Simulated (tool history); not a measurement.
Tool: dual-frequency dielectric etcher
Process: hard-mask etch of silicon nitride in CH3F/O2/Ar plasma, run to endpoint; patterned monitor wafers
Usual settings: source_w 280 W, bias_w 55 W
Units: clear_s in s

run,hour,source_w,bias_w,wafers since the last listed run,hours since the last wet clean,hours since the last source power generator calibration,hours since the last bias power generator calibration,hours since the last upper electrode change,"incoming incoming film thickness, nm",clear_s
1,0,280,66,0,218.1,1746.3,3715.8,4113.2,34.16,53.8
2,11.4,280,66,90,229.5,1757.7,3727.2,4124.6,34.02,53.5
3,29.1,260,55,140,247.2,1775.4,3744.9,4142.3,34.6,60.6
4,40.7,260,55,91,258.8,1787,3756.5,4153.9,33.91,59.2
5,56.7,280,59,126,274.8,1803,3772.5,4169.9,34.32,56.4
6,102.2,280,59,360,320.3,1848.5,3818,4215.4,34.03,55.5
7,119.2,280,59,134,337.3,1865.5,3835,4232.4,34.56,56.7
8,127.3,280,55,64,345.4,1873.6,3843.1,4240.5,34.15,57.4
# hour 141.3: bias power generator calibrated
9,144.8,280,55,106,362.9,1891.1,3.5,4258,34.19,57.5
# hour 177.7: wet clean of the chamber
10,178.2,280,50,74,0.5,1924.5,36.9,4291.4,34.33,61.1
11,178.5,240,50,2,0.8,1924.8,37.2,4291.7,34.63,65.5
12,179.5,280,55,7,1.8,1925.8,38.2,4292.7,34.55,59.2
13,195.7,280,55,128,18,1942,54.4,4308.9,33.91,58.1
# hour 231.7: source power generator calibrated
# hour 233.1: upper electrode replaced
14,233.6,280,59,258,55.9,1.9,92.3,0.5,34.16,57
15,233.9,280,55,2,56.2,2.2,92.6,0.8,34.23,58.7
16,243.4,220,60,75,65.7,11.7,102.1,10.3,34.12,62.3
17,253.8,330,55,82,76.1,22.1,112.5,20.7,34.34,54.9
18,265.2,330,49,90,87.5,33.5,123.9,32.1,34.35,57.3
19,271.5,280,61,49,93.8,39.8,130.2,38.4,34.46,56.6
20,279.9,310,66,66,102.2,48.2,138.6,46.8,34.42,52.7
21,296.1,220,63,128,118.4,64.4,154.8,63,34.31,61
22,308.6,280,62,99,130.9,76.9,167.3,75.5,34.56,56.2

Run 23 comes next. What will it give?
23,324,250,55,122,146.3,92.3,182.7,90.9,34.26,?

{"run 23": {"clear_s": 60.9}}
Without the tool's hidden state the same run would have given clear_s 61.2 s.
